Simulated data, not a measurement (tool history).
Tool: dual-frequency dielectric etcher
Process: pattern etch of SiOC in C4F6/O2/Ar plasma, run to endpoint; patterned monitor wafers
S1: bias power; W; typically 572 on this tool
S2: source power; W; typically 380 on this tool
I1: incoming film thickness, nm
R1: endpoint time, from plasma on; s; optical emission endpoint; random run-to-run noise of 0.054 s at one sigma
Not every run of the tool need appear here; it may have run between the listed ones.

{"run": 1, "hour": 0.0, "S1": 572, "S2": 380, "I1": 51.4, "R1": 18.2}
{"run": 2, "hour": 53.0, "S1": 572, "S2": 380, "I1": 51.7, "R1": 18.4}
{"run": 3, "hour": 81.4, "S1": 671, "S2": 440, "I1": 52.1, "R1": 16}
{"run": 4, "hour": 148.5, "S1": 671, "S2": 440, "I1": 51.5, "R1": 15.9}
{"run": 5, "hour": 188.6, "S1": 572, "S2": 380, "I1": 51.6, "R1": 18.4}
{"run": 6, "hour": 245.5, "S1": 512, "S2": 400, "I1": 52.1, "R1": 19.4}
{"run": 7, "hour": 304.9, "S1": 512, "S2": 400, "I1": 51.6, "R1": 19.3}
{"hour": 335.9, "done": "wet clean of the chamber"}
{"run": 8, "hour": 357.6, "S1": 670, "S2": 350, "I1": 51.4, "R1": 17.2}
{"run": 9, "hour": 390.7, "S1": 670, "S2": 350, "I1": 51.6, "R1": 17.2}
{"run": 10, "hour": 442.4, "S1": 572, "S2": 380, "I1": 51.6, "R1": 18.2}
{"run": 11, "hour": 466.8, "S1": 572, "S2": 380, "I1": 52, "R1": 18.3}
{"run": 12, "hour": 505.0, "S1": 501, "S2": 380, "I1": 51.6, "R1": 19.6}
{"hour": 522.4, "done": "bias power generator calibrated"}
{"hour": 546.3, "done": "source power generator calibrated"}
{"run": 13, "hour": 562.7, "S1": 694, "S2": 330, "I1": 51.7, "R1": 17.4}
{"run": 14, "hour": 616.1, "S1": 668, "S2": 450, "I1": 51.4, "R1": 15.7}
{"hour": 682.6, "done": "upper electrode replaced"}
{"run": 15, "hour": 683.1, "S1": 467, "S2": 340, "I1": 51.6, "R1": 21.5}
{"run": 16, "hour": 699.0, "S1": 572, "S2": 480, "I1": 52, "R1": 16.8}
{"run": 17, "hour": 738.5, "S1": 526, "S2": 380, "I1": 51.7, "R1": 19.3}
{"hour": 834.9, "done": "wet clean of the chamber"}
{"run": 18, "hour": 945.5, "S1": 694, "S2": 340, "I1": 51.5, "R1": 17.2}
{"run": 19, "hour": 981.8, "S1": 572, "S2": 380, "I1": 51.9, "R1": 18.4}
{"run": 20, "hour": 1028.1, "S1": 572, "S2": 380, "I1": 51.9, "R1": 18.3}
{"run": 21, "hour": 1073.3, "S1": 572, "S2": 380, "I1": 51.5, "R1": 18.1}
{"run": 22, "hour": 1140.2, "S1": 458, "S2": 410, "I1": 51.7, "R1": 20.1}

Each row is a separate what-if for the run after 22, all from the same tool condition, not one after another. Results?
{"run": "A", "hour": 1140.6, "S1": 572, "S2": 290, "I1": 51.1, "R1": "?"}
{"run": "B", "hour": 1140.6, "S1": 499, "S2": 470, "I1": 51.1, "R1": "?"}
{"run": "C", "hour": 1140.6, "S1": 704, "S2": 380, "I1": 51.1, "R1": "?"}

run=A R1=20.3
run=B R1=17.9
run=C R1=16.2
What these runs would have given with no unlogged condition in the tool:
run=A R1=20.1
run=B R1=17.7
run=C R1=16

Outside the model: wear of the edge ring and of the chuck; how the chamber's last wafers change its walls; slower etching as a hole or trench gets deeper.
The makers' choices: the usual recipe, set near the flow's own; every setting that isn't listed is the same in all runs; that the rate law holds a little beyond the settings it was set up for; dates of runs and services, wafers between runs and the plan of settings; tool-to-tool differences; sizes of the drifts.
